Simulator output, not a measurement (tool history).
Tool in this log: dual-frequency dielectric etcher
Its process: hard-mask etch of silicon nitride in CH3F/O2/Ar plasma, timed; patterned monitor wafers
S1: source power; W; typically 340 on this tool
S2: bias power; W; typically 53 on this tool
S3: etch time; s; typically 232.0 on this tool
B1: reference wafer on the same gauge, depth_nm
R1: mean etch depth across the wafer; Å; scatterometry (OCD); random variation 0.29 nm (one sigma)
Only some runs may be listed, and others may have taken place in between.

run	hour	S1	S2	S3	B1	R1
1	0.0	310	47	232.0	122.0	1158
# hour 50.7: wet clean of the chamber
2	103.9	310	47	232.0	122.0	1154
# hour 161.1: gauge calibrated
3	195.0	310	47	232.0	122.0	1157
4	278.7	340	53	283.5	122.0	1551
5	339.3	340	53	232.0	121.9	1262
6	410.0	340	53	232.0	122.0	1263
# hour 508.7: wet clean of the chamber
7	514.6	400	53	232.0	122.0	1337
# hour 555.7: upper electrode replaced
8	587.0	340	53	232.0	122.0	1267
9	659.5	340	53	261.5	122.0	1422

Run 10 comes next. What will it give?
# hour 685.8: bias power generator calibrated
10	734.9	390	63	232.0	?	?

{"run 10": {"B1": 122.0, "R1": 1435}}
Take away the tool's hidden state, keep the run-to-run variation as it was, and the same run would have given R1 1459 Å.

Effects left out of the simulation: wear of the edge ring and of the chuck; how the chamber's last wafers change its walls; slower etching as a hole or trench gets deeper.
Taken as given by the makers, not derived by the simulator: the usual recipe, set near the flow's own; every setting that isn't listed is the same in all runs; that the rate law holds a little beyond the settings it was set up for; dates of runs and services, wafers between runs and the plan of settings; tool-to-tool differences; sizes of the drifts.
